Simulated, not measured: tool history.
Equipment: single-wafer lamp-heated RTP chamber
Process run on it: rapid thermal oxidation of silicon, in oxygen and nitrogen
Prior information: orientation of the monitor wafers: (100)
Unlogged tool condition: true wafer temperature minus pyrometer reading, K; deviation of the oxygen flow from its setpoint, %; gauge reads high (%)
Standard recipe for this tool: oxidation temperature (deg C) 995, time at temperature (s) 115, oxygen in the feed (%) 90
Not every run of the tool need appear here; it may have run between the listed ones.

run	hour	oxidation temperature (deg C)	time at temperature (s)	oxygen in the feed (%)	wafers since the last listed run	wafers since the last pyrometer calibration	hours since the oxygen flow controller was replaced	hours since the gauge calibration	read-back reference wafer on the same gauge, thickness	oxide thickness on the monitor wafer (nm)
1	0.0	1012	135	90	0	1148	2860.4	201.8	6.835	8.484
2	47.6	976	115	90	745	1893	2908.0	249.4	6.826	6.076
3	105.3	976	115	90	903	2796	2965.7	307.1	6.845	6.015
4	139.2	976	115	90	530	3326	2999.6	341.0	6.848	6.038
5	174.0	995	115	90	544	3871	3034.4	375.8	6.847	6.982
6	245.7	977	115	90	1122	4993	3106.1	447.5	6.836	6.111
# hour 272.8: pyrometer window cleaned and pyrometer calibrated
7	300.3	977	115	90	729	431	3160.7	502.1	6.845	6.116
8	331.5	995	115	90	488	919	3191.9	533.3	6.843	6.989
9	449.0	995	115	90	1839	2758	3309.4	650.8	6.849	6.992
# hour 469.5: oxygen flow controller replaced
10	515.6	984	115	90	917	3675	46.1	717.4	6.839	6.445
11	698.0	995	115	98	2854	6530	228.5	899.8	6.847	7.181
# hour 717.4: pyrometer window cleaned and pyrometer calibrated
# hour 740.4: gauge calibrated
12	746.3	995	115	69	630	451	276.8	5.9	6.843	6.358
13	814.7	995	115	90	1070	1522	345.2	74.3	6.835	6.977
14	853.7	995	115	90	610	2132	384.2	113.3	6.843	7.031
15	891.5	1016	115	90	591	2724	422.0	151.1	6.847	8.129
16	927.4	1006	139	98	561	3286	457.9	187.0	6.838	8.487
17	986.2	995	73	90	920	4206	516.7	245.8	6.841	5.670
18	1038.4	995	115	90	817	5023	568.9	298.0	6.847	6.986
19	1102.7	995	84	90	1006	6030	633.2	362.3	6.846	6.059
# hour 1125.6: pyrometer window cleaned and pyrometer calibrated
20	1133.1	995	156	98	350	117	663.6	392.7	6.845	8.243
21	1333.9	995	115	90	3142	3260	864.4	593.5	6.832	6.922
22	1393.2	995	162	77	928	4189	923.7	652.8	6.843	7.755

List, for all runs, the conditions of the tool that the log does not record:
true wafer temperature minus pyrometer reading, K: 0 across all the runs
deviation of the oxygen flow from its setpoint, %: 0 across all the runs
gauge reads high (%): 0 across all the runs
